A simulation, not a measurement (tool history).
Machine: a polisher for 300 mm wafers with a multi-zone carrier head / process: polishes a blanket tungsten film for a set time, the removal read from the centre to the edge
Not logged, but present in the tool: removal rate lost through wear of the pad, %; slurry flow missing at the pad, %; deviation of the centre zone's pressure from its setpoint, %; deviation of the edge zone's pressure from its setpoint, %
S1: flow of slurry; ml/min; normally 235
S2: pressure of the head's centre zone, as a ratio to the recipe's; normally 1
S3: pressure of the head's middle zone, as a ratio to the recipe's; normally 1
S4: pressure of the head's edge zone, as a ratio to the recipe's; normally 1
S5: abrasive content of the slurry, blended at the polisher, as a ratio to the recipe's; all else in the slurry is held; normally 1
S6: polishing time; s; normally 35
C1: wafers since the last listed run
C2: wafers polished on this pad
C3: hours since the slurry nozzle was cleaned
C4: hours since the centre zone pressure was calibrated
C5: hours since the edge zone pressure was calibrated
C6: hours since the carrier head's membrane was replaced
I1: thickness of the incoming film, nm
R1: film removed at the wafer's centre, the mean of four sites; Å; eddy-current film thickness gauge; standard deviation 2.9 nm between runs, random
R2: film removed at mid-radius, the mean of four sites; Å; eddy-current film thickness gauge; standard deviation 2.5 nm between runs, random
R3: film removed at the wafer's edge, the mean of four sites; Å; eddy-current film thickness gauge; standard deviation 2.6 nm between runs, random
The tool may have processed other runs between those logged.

run   hour   S1    S2    S3    S4    S5  S6   C1    C2     C3     C4      C5     C6      I1    R1    R2    R3
  1      0  235     1     1     1     1  35    0   379     75  924.9  1208.9  537.9  1234.5  1917  2152  2220
      22.1  -- centre zone pressure recalibrated
  2   47.6  235     1     1     1     1  35  561   940  122.6   25.5  1256.5  585.5  1254.1  2137  2166  2221
  3   54.1  235     1  0.96  1.09     1  35   80  1020  129.1     32    1263    592  1262.7  2094  2062  2262
  4   68.8  235     1     1     1     1  40  180  1201  143.8   46.7  1277.7  606.7  1237.5  2442  2500  2497
      80.3  -- worn pad replaced by a new one
  5   80.8  235  1.12  1.12     1  0.75  32   98     5  155.8   58.7  1289.7  618.7    1261  2078  2055  1873
  6   92.9  215     1     1     1  0.75  35  148   154  167.9   70.8  1301.8  630.8  1271.7  1951  2016  2078
     105.3  -- carrier head's membrane replaced by a new one
  7  124.9  235     1  0.96     1     1  28  332   486  199.9  102.8  1333.8   19.6    1284  1667  1667  1761
  8  132.9  290     1  0.93  0.91  0.75  35   98   585  207.9  110.8  1341.8   27.6  1250.8  2034  1960  2008
  9  142.7  260     1     1     1     1  35  120   706  217.7  120.6  1351.6   37.4  1262.3  2054  2177  2252
 10  156.6  180     1  1.03  0.97     1  31  171   877  231.6  134.5  1365.5   51.3  1269.6  1769  1917  1915
 11  165.2  235     1     1     1     1  35  105   983  240.2  143.1  1374.1   59.9  1270.8  2025  2139  2166
 12  179.6  235     1     1     1     1  35  177  1160  254.6  157.5  1388.5   74.3  1267.8  2016  2189  2180
     186.3  -- edge zone pressure recalibrated
     204.6  -- worn pad replaced by a new one
 13  230.1  200  1.09  0.92     1     1  35  547   314  305.1    208    43.8  124.8  1265.2  2172  1978  2152
 14  237.2  235     1     1     1     1  35   87   401  312.2  215.1    50.9  131.9  1273.6  2035  2182  2198
 15  253.4  260     1  1.04  0.88     1  35  199   601  328.4  231.3    67.1  148.1  1265.7  2021  2264  2051
 16  270.6  235     1     1     1     1  35  211   812  345.6  248.5    84.3  165.3  1261.9  1973  2139  2197
 17  280.7  235  1.11     1     1     1  35  124   937  355.7  258.6    94.4  175.4  1248.6  2219  2167  2216
 18  289.7  235     1     1     1     1  35  110  1047  364.7  267.6   103.4  184.4  1257.9  2004  2126  2187
 19    298  205     1   0.9   1.1   1.1  35  102  1150    373  275.9   111.7  192.7  1267.8  1980  1980  2349
 20  314.2  235     1  0.95     1   1.2  35  199  1349  389.2  292.1   127.9  208.9  1255.7  2042  2170  2321
 21  325.4  235     1  0.93     1     1  35  137  1487  400.4  303.3   139.1  220.1  1251.6  2037  2002  2195
 22  331.5  235  1.08     1     1     1  35   75  1562  406.5  309.4   145.2  226.2  1245.7  2101  2149  2188

Forecast each of these 4 alternatives for the next run:
  A  331.9  235     1     1   1    1  35   4  1567  406.9  309.8  145.6  226.6  1274.3   ?   ?   ?
  B  331.9  235  1.08  0.93   1    1  41   4  1567  406.9  309.8  145.6  226.6  1274.3   ?   ?   ?
  C  331.9  280     1     1   1    1  27   4  1567  406.9  309.8  145.6  226.6  1274.3   ?   ?   ?
  D  331.9  215     1     1   1  1.1  35   4  1567  406.9  309.8  145.6  226.6  1274.3   ?   ?   ?

run    R1    R2    R3
  A  1961  2154  2203
  B  2483  2373  2584
  C  1541  1689  1721
  D  1979  2177  2232
With the hidden condition removed and each run's random variation left untouched, the same runs would have given:
run    R1    R2    R3
  A  2159  2153  2203
  B  2731  2372  2584
  C  1696  1689  1721
  D  2179  2176  2232
